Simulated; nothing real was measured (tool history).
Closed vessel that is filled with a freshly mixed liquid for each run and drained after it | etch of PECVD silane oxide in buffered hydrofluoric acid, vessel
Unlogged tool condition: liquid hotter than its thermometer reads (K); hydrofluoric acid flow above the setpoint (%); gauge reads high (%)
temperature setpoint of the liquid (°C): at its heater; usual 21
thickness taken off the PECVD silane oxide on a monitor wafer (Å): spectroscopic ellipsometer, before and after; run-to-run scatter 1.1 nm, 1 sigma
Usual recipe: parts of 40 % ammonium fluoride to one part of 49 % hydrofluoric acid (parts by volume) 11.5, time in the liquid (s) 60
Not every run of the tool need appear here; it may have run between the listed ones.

run,hour,temperature setpoint of the liquid (°C),parts of 40 % ammonium fluoride to one part of 49 % hydrofluoric acid (parts by volume),time in the liquid (s),wafers since the last listed run,hours since the thermometer was replaced,hours since the hydrofluoric acid flow meter was replaced,hours since the gauge calibration,"read-back film thickness of the PECVD silane oxide reference wafer, read on the same gauge (nm)",thickness taken off the PECVD silane oxide on a monitor wafer (Å)
1,0,21,14,60,0,1929.6,927.7,401.4,130.05,2329.1
2,13.2,21,11.5,60,1857,1942.8,940.9,414.6,130,2836.6
3,65.6,21,11.5,60,7373,1995.2,993.3,467,130.04,2845.9
4,76.9,21,11.5,60,1590,2006.5,1004.6,478.3,129.99,2859.7
5,92.8,21,11.5,60,2237,2022.4,1020.5,494.2,129.99,2855.5
# hour 99.4: hydrofluoric acid flow meter replaced
6,109.4,18.5,11.5,60,2195,2039,10,510.8,130,2333.1
7,125.4,20,11.5,60,2251,2055,26,526.8,130.06,2563.8
# hour 129.5: gauge calibrated
8,142.7,20,11.5,60,2434,2072.3,43.3,13.2,130,2572.8
9,154,20,11.5,60,1590,2083.6,54.6,24.5,129.99,2554
10,170,21,9,60,2251,2099.6,70.6,40.5,130.05,3314
11,177.8,21,9,60,1097,2107.4,78.4,48.3,130.01,3320.4
12,194.8,23,11.5,60,2392,2124.4,95.4,65.3,129.99,3016.7
13,207.4,21,11.5,70,1773,2137,108,77.9,129.96,3170.1
# hour 219.6: thermometer replaced
14,220.1,18,9,80,1646,0.5,120.7,90.6,129.97,3237.7
15,235,17.5,11.5,60,2096,15.4,135.6,105.5,130.02,1915.5
16,248.4,24.5,11.5,30,1885,28.8,149,118.9,130,1421
17,264.4,21,9,80,2251,44.8,165,134.9,129.96,3830.1
18,270.4,19,13,70,844,50.8,171,140.9,130.03,2156.1
19,284,22.5,10,75,1913,64.4,184.6,154.5,129.96,3648.5
20,290.7,21,15,70,942,71.1,191.3,161.2,130.05,2132
21,300.7,25,8,90,1407,81.1,201.3,171.2,129.98,6096.6
22,345.5,21,13.5,35,6304,125.9,246.1,216,130.03,1190.8
23,357.9,17.5,11.5,60,1744,138.3,258.5,228.4,129.98,1954.1
24,365,23,10,60,999,145.4,265.6,235.5,129.97,3014.9
25,375.2,21,11.5,60,1435,155.6,275.8,245.7,130.02,2378.8
26,390.6,21,11.5,80,2167,171,291.2,261.1,129.98,3186.7
27,397.4,24,11.5,60,956,177.8,298,267.9,130.03,2823.5
28,410.5,17,9.5,75,1843,190.9,311.1,281,129.95,2824.9
29,428.2,21,11.5,60,2490,208.6,328.8,298.7,129.96,2406.4
30,439.5,21,7.5,60,1590,219.9,340.1,310,130.02,3595.7
31,450.3,21,11.5,60,1519,230.7,350.9,320.8,130.02,2407.5
32,456.7,21,9,40,900,237.1,357.3,327.2,130.02,1966.8

List, for all runs, the conditions of the tool that the log does not record:
gauge reads high (%): 0 across all the runs
H1: liquid hotter than its thermometer reads (K)
H2: hydrofluoric acid flow above the setpoint (%)
run,H1,H2
1,2.87,6.73
2,2.89,6.82
3,2.95,7.17
4,2.96,7.25
5,2.98,7.36
6,3,0.378
7,3.02,0.486
8,3.05,0.604
9,3.06,0.68
10,3.08,0.789
11,3.09,0.842
12,3.11,0.957
13,3.12,1.04
14,0.326,1.13
15,0.344,1.23
16,0.36,1.32
17,0.38,1.43
18,0.387,1.47
19,0.404,1.56
20,0.412,1.61
21,0.424,1.68
22,0.479,1.98
23,0.494,2.07
24,0.503,2.11
25,0.515,2.18
26,0.534,2.29
27,0.542,2.33
28,0.558,2.42
29,0.58,2.54
30,0.593,2.62
31,0.607,2.69
32,0.614,2.74
